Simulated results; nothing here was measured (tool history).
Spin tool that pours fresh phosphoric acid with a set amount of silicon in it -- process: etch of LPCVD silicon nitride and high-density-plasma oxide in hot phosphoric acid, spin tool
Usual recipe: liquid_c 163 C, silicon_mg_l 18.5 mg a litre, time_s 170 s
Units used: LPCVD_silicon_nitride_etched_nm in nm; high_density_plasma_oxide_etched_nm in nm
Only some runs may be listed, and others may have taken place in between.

run	hour	liquid_c	silicon_mg_l	time_s	wafers since the last listed run	hours since the thermometer was replaced	hours since the dissolved silicon flow meter was replaced	hours since the heated supply line was repaired	hours since the gauge calibration	read-back film thickness of the LPCVD silicon nitride reference wafer, read on the same gauge (nm)	read-back film thickness of the high-density-plasma oxide reference wafer, read on the same gauge (nm)	LPCVD_silicon_nitride_etched_nm	high_density_plasma_oxide_etched_nm
1	0	163	24	170	0	2394.6	1368.6	473.9	645.3	140.03	40.032	17.09	0.246
2	48.3	163	24	170	278	2442.9	1416.9	522.2	693.6	140	40.015	17.18	0.297
3	92.5	163	30	240	254	2487.1	1461.1	566.4	737.8	139.97	39.989	24.41	0.297
4	130.6	163	30	240	219	2525.2	1499.2	604.5	775.9	140.04	40.017	24.2	0.282
5	191.1	163	18.5	170	348	2585.7	1559.7	665	836.4	140	39.989	17.06	0.365
6	260.2	163	18.5	170	398	2654.8	1628.8	734.1	905.5	140	40.011	17.08	0.311
# hour 282.9: gauge calibrated
7	324.9	163	32	95	372	2719.5	1693.5	798.8	42	140.02	40.019	9.73	0.12
# hour 386.6: dissolved silicon flow meter replaced
8	389.5	165	12	140	366	2784.1	2.9	863.4	106.6	140	40.008	15.15	0.389
9	414.1	164.5	9.5	135	141	2808.7	27.5	888	131.2	140.03	40.013	14.42	0.302
10	443.2	163	24	170	167	2837.8	56.6	917.1	160.3	140.02	40.021	17.22	0.278
# hour 477.3: thermometer replaced
11	504	165	28.5	255	344	26.7	117.4	977.9	221.1	140.02	39.998	25.31	0.36
# hour 509: heated supply line repaired
12	557.1	163	28	80	300	79.8	170.5	48.1	274.2	139.99	39.975	7.58	0.085
13	624.4	160.5	10.5	170	387	147.1	237.8	115.4	341.5	140.02	40.015	14.5	0.297
14	660.8	165.5	18.5	200	209	183.5	274.2	151.8	377.9	140	39.996	20.42	0.38
15	705.3	166	7	245	256	228	318.7	196.3	422.4	139.98	40.001	25.36	0.696
16	775.2	165.5	4.5	240	402	297.9	388.6	266.2	492.3	140.02	39.995	24.49	0.614
17	811.4	163	4	170	208	334.1	424.8	302.4	528.5	140.02	39.987	16.03	0.369
18	864.1	161.5	30.5	95	303	386.8	477.5	355.1	581.2	140.02	39.994	8.54	0.097
19	892.2	163	32	95	161	414.9	505.6	383.2	609.3	140.02	40.021	8.99	0.099
20	974.8	163	18.5	170	475	497.5	588.2	465.8	691.9	139.99	39.992	16	0.304
21	1034.7	161.5	30	70	345	557.4	648.1	525.7	751.8	140.01	40.007	6.29	0.077

Forecast each of these 4 alternatives for the next run:
A	1035.2	163	18.5	170	2	557.9	648.6	526.2	752.3	?	?	?	?
B	1035.2	164.5	9.5	250	2	557.9	648.6	526.2	752.3	?	?	?	?
C	1035.2	162	22.5	215	2	557.9	648.6	526.2	752.3	?	?	?	?
D	1035.2	165	32	170	2	557.9	648.6	526.2	752.3	?	?	?	?

run	read-back film thickness of the LPCVD silicon nitride reference wafer, read on the same gauge (nm)	read-back film thickness of the high-density-plasma oxide reference wafer, read on the same gauge (nm)	LPCVD_silicon_nitride_etched_nm	high_density_plasma_oxide_etched_nm
A	139.99	40.016	16.14	0.309
B	139.99	40.016	24.94	0.631
C	139.99	40.016	19.75	0.323
D	139.99	40.016	17.24	0.225
The same runs, with their run-to-run variation unchanged, on a tool lacking any hidden condition would have given:
run	LPCVD_silicon_nitride_etched_nm	high_density_plasma_oxide_etched_nm
A	15.84	0.296
B	24.48	0.606
C	19.38	0.31
D	16.92	0.216

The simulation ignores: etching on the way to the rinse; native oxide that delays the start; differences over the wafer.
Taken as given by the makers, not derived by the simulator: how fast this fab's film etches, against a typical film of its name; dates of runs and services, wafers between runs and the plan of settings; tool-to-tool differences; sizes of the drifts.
